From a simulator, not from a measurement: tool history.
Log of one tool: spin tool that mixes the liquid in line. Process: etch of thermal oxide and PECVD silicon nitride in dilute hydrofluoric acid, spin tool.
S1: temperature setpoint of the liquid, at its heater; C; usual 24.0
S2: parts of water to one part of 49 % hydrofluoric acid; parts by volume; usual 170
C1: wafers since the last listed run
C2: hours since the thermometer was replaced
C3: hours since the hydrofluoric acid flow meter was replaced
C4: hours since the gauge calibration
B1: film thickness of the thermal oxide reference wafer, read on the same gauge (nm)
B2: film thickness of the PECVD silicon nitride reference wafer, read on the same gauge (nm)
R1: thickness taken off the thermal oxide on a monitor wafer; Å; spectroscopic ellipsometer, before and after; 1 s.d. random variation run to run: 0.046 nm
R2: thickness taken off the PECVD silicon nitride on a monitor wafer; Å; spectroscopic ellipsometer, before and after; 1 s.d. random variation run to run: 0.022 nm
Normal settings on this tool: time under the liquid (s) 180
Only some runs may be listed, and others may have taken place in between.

{"run": 1, "hour": 0.0, "S1": 24.0, "S2": 225, "time under the liquid (s)": 180, "C1": 0, "C2": 1913.9, "C3": 346.9, "C4": 27.2, "B1": 80.022, "B2": 149.967, "R1": 30.45, "R2": 23.81}
{"run": 2, "hour": 48.9, "S1": 29.0, "S2": 105, "time under the liquid (s)": 210, "C1": 203, "C2": 1962.8, "C3": 395.8, "C4": 76.1, "B1": 80.0, "B2": 150.034, "R1": 105.61, "R2": 80.69}
{"run": 3, "hour": 84.0, "S1": 24.0, "S2": 140, "time under the liquid (s)": 90, "C1": 146, "C2": 1997.9, "C3": 430.9, "C4": 111.2, "B1": 80.008, "B2": 149.984, "R1": 26.12, "R2": 18.61}
{"run": 4, "hour": 130.9, "S1": 20.5, "S2": 125, "time under the liquid (s)": 260, "C1": 195, "C2": 2044.8, "C3": 477.8, "C4": 158.1, "B1": 80.005, "B2": 150.045, "R1": 76.56, "R2": 48.21}
{"run": 5, "hour": 205.0, "S1": 19.5, "S2": 110, "time under the liquid (s)": 85, "C1": 308, "C2": 2118.9, "C3": 551.9, "C4": 232.2, "B1": 80.02, "B2": 149.981, "R1": 27.47, "R2": 16.22}
{"run": 6, "hour": 314.9, "S1": 27.0, "S2": 170, "time under the liquid (s)": 110, "C1": 458, "C2": 2228.8, "C3": 661.8, "C4": 342.1, "B1": 80.005, "B2": 150.003, "R1": 28.64, "R2": 22.43}
{"run": 7, "hour": 353.8, "S1": 24.0, "S2": 200, "time under the liquid (s)": 255, "C1": 162, "C2": 2267.7, "C3": 700.7, "C4": 381.0, "B1": 79.993, "B2": 149.994, "R1": 48.88, "R2": 36.77}
{"run": 8, "hour": 410.1, "S1": 20.5, "S2": 110, "time under the liquid (s)": 180, "C1": 234, "C2": 2324.0, "C3": 757.0, "C4": 437.3, "B1": 80.02, "B2": 150.028, "R1": 58.39, "R2": 36.37}
{"run": 9, "hour": 465.8, "S1": 24.0, "S2": 140, "time under the liquid (s)": 230, "C1": 232, "C2": 2379.7, "C3": 812.7, "C4": 493.0, "B1": 79.987, "B2": 149.964, "R1": 66.79, "R2": 46.14}
{"run": 10, "hour": 505.7, "S1": 20.0, "S2": 105, "time under the liquid (s)": 130, "C1": 166, "C2": 2419.6, "C3": 852.6, "C4": 532.9, "B1": 80.011, "B2": 149.988, "R1": 44.09, "R2": 26.46}
{"run": 11, "hour": 554.1, "S1": 26.0, "S2": 220, "time under the liquid (s)": 75, "C1": 201, "C2": 2468.0, "C3": 901.0, "C4": 581.3, "B1": 80.007, "B2": 150.008, "R1": 13.46, "R2": 10.86}
{"run": 12, "hour": 580.9, "S1": 24.0, "S2": 170, "time under the liquid (s)": 180, "C1": 111, "C2": 2494.8, "C3": 927.8, "C4": 608.1, "B1": 79.992, "B2": 150.036, "R1": 40.61, "R2": 29.71}
{"hour": 613.8, "done": "thermometer replaced"}
{"run": 13, "hour": 644.4, "S1": 24.0, "S2": 170, "time under the liquid (s)": 245, "C1": 260, "C2": 30.6, "C3": 991.3, "C4": 671.6, "B1": 80.014, "B2": 150.046, "R1": 58.92, "R2": 45.09}
{"run": 14, "hour": 675.1, "S1": 28.5, "S2": 245, "time under the liquid (s)": 290, "C1": 127, "C2": 61.3, "C3": 1022.0, "C4": 702.3, "B1": 80.013, "B2": 149.945, "R1": 52.73, "R2": 48.42}
{"run": 15, "hour": 752.6, "S1": 24.0, "S2": 170, "time under the liquid (s)": 180, "C1": 323, "C2": 138.8, "C3": 1099.5, "C4": 779.8, "B1": 80.01, "B2": 150.053, "R1": 42.72, "R2": 32.29}
{"run": 16, "hour": 807.5, "S1": 22.0, "S2": 220, "time under the liquid (s)": 110, "C1": 228, "C2": 193.7, "C3": 1154.4, "C4": 834.7, "B1": 80.004, "B2": 150.018, "R1": 17.64, "R2": 13.6}
{"run": 17, "hour": 853.8, "S1": 21.0, "S2": 170, "time under the liquid (s)": 180, "C1": 192, "C2": 240.0, "C3": 1200.7, "C4": 881.0, "B1": 79.999, "B2": 149.999, "R1": 38.05, "R2": 26.82}
{"run": 18, "hour": 922.1, "S1": 26.0, "S2": 205, "time under the liquid (s)": 180, "C1": 284, "C2": 308.3, "C3": 1269.0, "C4": 949.3, "B1": 79.979, "B2": 150.005, "R1": 36.49, "R2": 30.31}
{"run": 19, "hour": 979.7, "S1": 25.5, "S2": 245, "time under the liquid (s)": 85, "C1": 240, "C2": 365.9, "C3": 1326.6, "C4": 1006.9, "B1": 80.014, "B2": 149.975, "R1": 13.2, "R2": 11.61}
{"run": 20, "hour": 1045.3, "S1": 24.0, "S2": 170, "time under the liquid (s)": 180, "C1": 273, "C2": 431.5, "C3": 1392.2, "C4": 1072.5, "B1": 80.011, "B2": 149.973, "R1": 42.08, "R2": 31.93}
{"run": 21, "hour": 1094.7, "S1": 24.0, "S2": 200, "time under the liquid (s)": 180, "C1": 205, "C2": 480.9, "C3": 1441.6, "C4": 1121.9, "B1": 79.993, "B2": 149.983, "R1": 34.65, "R2": 27.45}
{"run": 22, "hour": 1163.9, "S1": 24.0, "S2": 170, "time under the liquid (s)": 220, "C1": 288, "C2": 550.1, "C3": 1510.8, "C4": 1191.1, "B1": 79.977, "B2": 149.979, "R1": 51.51, "R2": 38.11}
{"run": 23, "hour": 1225.4, "S1": 21.5, "S2": 245, "time under the liquid (s)": 145, "C1": 256, "C2": 611.6, "C3": 1572.3, "C4": 1252.6, "B1": 80.007, "B2": 149.992, "R1": 19.53, "R2": 15.04}
{"run": 24, "hour": 1283.5, "S1": 24.0, "S2": 195, "time under the liquid (s)": 180, "C1": 242, "C2": 669.7, "C3": 1630.4, "C4": 1310.7, "B1": 80.008, "B2": 150.009, "R1": 34.85, "R2": 27.37}
{"run": 25, "hour": 1333.2, "S1": 24.0, "S2": 170, "time under the liquid (s)": 180, "C1": 207, "C2": 719.4, "C3": 1680.1, "C4": 1360.4, "B1": 80.019, "B2": 150.022, "R1": 41.22, "R2": 31.26}

Each row is a separate what-if for the run after 25, all from the same tool condition, not one after another. Results?
{"run": "A", "hour": 1333.7, "S1": 24.0, "S2": 170, "time under the liquid (s)": 180, "C1": 2, "C2": 719.9, "C3": 1680.6, "C4": 1360.9, "B1": "?", "B2": "?", "R1": "?", "R2": "?"}
{"run": "B", "hour": 1333.7, "S1": 26.5, "S2": 115, "time under the liquid (s)": 70, "C1": 2, "C2": 719.9, "C3": 1680.6, "C4": 1360.9, "B1": "?", "B2": "?", "R1": "?", "R2": "?"}
{"run": "C", "hour": 1333.7, "S1": 21.0, "S2": 135, "time under the liquid (s)": 225, "C1": 2, "C2": 719.9, "C3": 1680.6, "C4": 1360.9, "B1": "?", "B2": "?", "R1": "?", "R2": "?"}
{"run": "D", "hour": 1333.7, "S1": 22.0, "S2": 120, "time under the liquid (s)": 235, "C1": 2, "C2": 719.9, "C3": 1680.6, "C4": 1360.9, "B1": "?", "B2": "?", "R1": "?", "R2": "?"}
{"run": "E", "hour": 1333.7, "S1": 24.0, "S2": 130, "time under the liquid (s)": 90, "C1": 2, "C2": 719.9, "C3": 1680.6, "C4": 1360.9, "B1": "?", "B2": "?", "R1": "?", "R2": "?"}

run=A B1=79.987 B2=149.994 R1=40.43 R2=31.13
run=B B1=79.987 B2=149.994 R1=27.39 R2=20.94
run=C B1=79.987 B2=149.994 R1=59.06 R2=40.13
run=D B1=79.987 B2=149.994 R1=73.49 R2=50.26
run=E B1=79.987 B2=149.994 R1=27.75 R2=20.29
Had the tool no hidden state, the same runs would have come out as:
run=A R1=45.78 R2=35.04
run=B R1=30.90 R2=23.59
run=C R1=66.67 R2=45.17
run=D R1=82.89 R2=56.59
run=E R1=31.33 R2=22.85
